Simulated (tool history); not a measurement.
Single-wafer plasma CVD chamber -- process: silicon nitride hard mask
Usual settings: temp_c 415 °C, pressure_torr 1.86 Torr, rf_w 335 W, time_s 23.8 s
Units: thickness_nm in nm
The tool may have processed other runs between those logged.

run    hour  temp_c  pressure_torr  rf_w  time_s  read-back reference wafer on the same gauge, thickness_nm  thickness_nm
  1     0.0     415           1.86   320    25.2                                                     31.304        34.150
  2    55.3     415           1.76   335    23.8                                                     31.313        32.570
  3   153.7     415           1.76   335    23.8                                                     31.293        32.473
  4   260.6     415           1.76   335    23.8                                                     31.295        32.547
  5   352.4     415           1.86   335    23.8                                                     31.279        33.159
  6   400.1     415           1.86   335    23.8                                                     31.318        33.295
  7   439.4     415           1.86   335    23.8                                                     31.312        33.278
  8   507.4     415           1.62   335    23.8                                                     31.311        31.377
      520.4  -- gauge calibrated
      539.6  -- capacitance manometer re-zeroed and calibrated
  9   579.6     415           1.86   335    23.8                                                     31.275        32.878
      643.6  -- showerhead replaced
 10   644.1     428           2.19   370    23.8                                                     31.318        36.991
 11   706.6     415           1.86   335    23.8                                                     31.311        32.804
 12   743.2     415           2.09   270    23.8                                                     31.299        29.119
 13   799.5     402           1.69   380    26.5                                                     31.318        38.744
 14   876.5     415           2.30   335    21.0                                                     31.324        31.236
 15   914.2     427           1.86   335    23.8                                                     31.303        32.784
 16  1011.7     415           1.86   335    23.8                                                     31.284        32.835
     1041.1  -- thermocouple changed; heater temperature recalibrated
 17  1110.8     415           1.86   335    23.8                                                     31.293        32.873
 18  1192.9     415           1.86   335    19.8                                                     31.331        27.478
 19  1299.6     415           1.43   360    23.8                                                     31.319        31.104
     1337.7  -- RF generator calibrated
 20  1386.9     415           1.86   335    23.8                                                     31.275        33.864
 21  1476.1     415           2.15   305    23.8                                                     31.306        33.177
 22  1556.5     415           2.18   335    23.8                                                     31.298        35.592
 23  1637.5     415           1.86   335    23.8                                                     31.276        33.520
 24  1710.9     419           2.31   320    26.5                                                     31.310        38.829
 25  1789.9     415           1.73   335    23.8                                                     31.313        32.595
 26  1852.1     415           1.50   335    23.8                                                     31.344        30.683
 27  1932.0     408           2.18   295    23.8                                                     31.307        32.019

Run-by-run hidden state of the tool:
wafer temperature above the value expected at the setpoint (K): 0 on each run
gauge reads high (%): 0 on each run
H1: delivered RF power above the setpoint (%)
H2: true pressure above the setpoint (%)
run      H1      H2
  1    -3.6    3.22
  2   -3.68    3.25
  3    -3.8    3.29
  4   -3.92    3.33
  5   -4.01    3.36
  6   -4.05    3.37
  7   -4.09    3.38
  8   -4.14     3.4
  9   -4.19  0.0684
 10   -4.23   0.326
 11   -4.26   0.556
 12   -4.28   0.681
 13   -4.31   0.862
 14   -4.35    1.09
 15   -4.36    1.19
 16    -4.4    1.43
 17   -4.43    1.65
 18   -4.45     1.8
 19   -4.48    1.98
 20  -0.765    2.11
 21   -1.26    2.23
 22   -1.65    2.32
 23      -2     2.4
 24   -2.29    2.47
 25   -2.56    2.54
 26   -2.76    2.59
 27   -2.99    2.64

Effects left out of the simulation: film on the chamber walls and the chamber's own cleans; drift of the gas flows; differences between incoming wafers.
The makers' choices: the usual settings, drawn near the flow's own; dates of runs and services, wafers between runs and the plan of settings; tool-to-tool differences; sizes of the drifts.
